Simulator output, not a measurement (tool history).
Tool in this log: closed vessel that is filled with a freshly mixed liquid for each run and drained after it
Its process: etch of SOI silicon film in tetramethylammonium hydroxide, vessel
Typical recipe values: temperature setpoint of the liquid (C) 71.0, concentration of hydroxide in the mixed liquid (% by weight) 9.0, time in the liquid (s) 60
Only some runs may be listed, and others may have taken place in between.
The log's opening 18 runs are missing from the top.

run    hour  temperature setpoint of the liquid (C)  concentration of hydroxide in the mixed liquid (% by weight)  time in the liquid (s)  wafers since the last listed run  hours since the thermometer was replaced  hours since the hydroxide flow meter was replaced  hours since the gauge calibration  read-back film thickness of the SOI silicon film reference wafer, read on the same gauge (nm)  thickness taken off the SOI silicon film on a monitor wafer (angstrom)
 19  1725.6                                    71.0                                                           6.5                      90                             11204                                    2540.0                                             1044.4                             3769.6                                                                                         133.41                                                                  7544.6
 20  1806.0                                    71.0                                                           6.5                      30                             11121                                    2620.4                                             1124.8                             3850.0                                                                                         133.46                                                                  2547.4
     1815.0  -- thermometer replaced
 21  1880.8                                    71.0                                                          10.5                      85                             10208                                      65.8                                             1199.6                             3924.8                                                                                         133.54                                                                  6195.1
     1942.1  -- hydroxide flow meter replaced
 22  1975.9                                    71.0                                                           9.0                      70                             13016                                     160.9                                               33.8                             4019.9                                                                                         133.58                                                                  5398.2
 23  2079.6                                    76.5                                                           9.0                      75                             14344                                     264.6                                              137.5                             4123.6                                                                                         133.70                                                                  7934.1
 24  2163.7                                    71.0                                                           9.0                      60                             11633                                     348.7                                              221.6                             4207.7                                                                                         133.78                                                                  4642.2
     2202.7  -- gauge calibrated
 25  2236.9                                    71.0                                                           9.0                      60                             10125                                     421.9                                              294.8                               34.2                                                                                         129.55                                                                  4488.6
 26  2305.0                                    66.5                                                          11.0                      90                              9420                                     490.0                                              362.9                              102.3                                                                                         129.58                                                                  4757.7
 27  2372.0                                    71.0                                                           9.0                      60                              9267                                     557.0                                              429.9                              169.3                                                                                         129.67                                                                  4492.9
 28  2412.0                                    76.5                                                          11.0                      75                              5533                                     597.0                                              469.9                              209.3                                                                                         129.74                                                                  7102.1

What will run 29 give?
 29  2504.0                                    71.0                                                          10.0                      80                             12726                                     689.0                                              561.9                              301.3                                                                                              ?                                                                       ?

{"run 29": {"read-back film thickness of the SOI silicon film reference wafer, read on the same gauge (nm)": 129.79, "thickness taken off the SOI silicon film on a monitor wafer (angstrom)": 5747.5}}
On a tool with no hidden condition, and with the same random variation, this run would have come out at thickness taken off the SOI silicon film on a monitor wafer (angstrom) 5757.0.
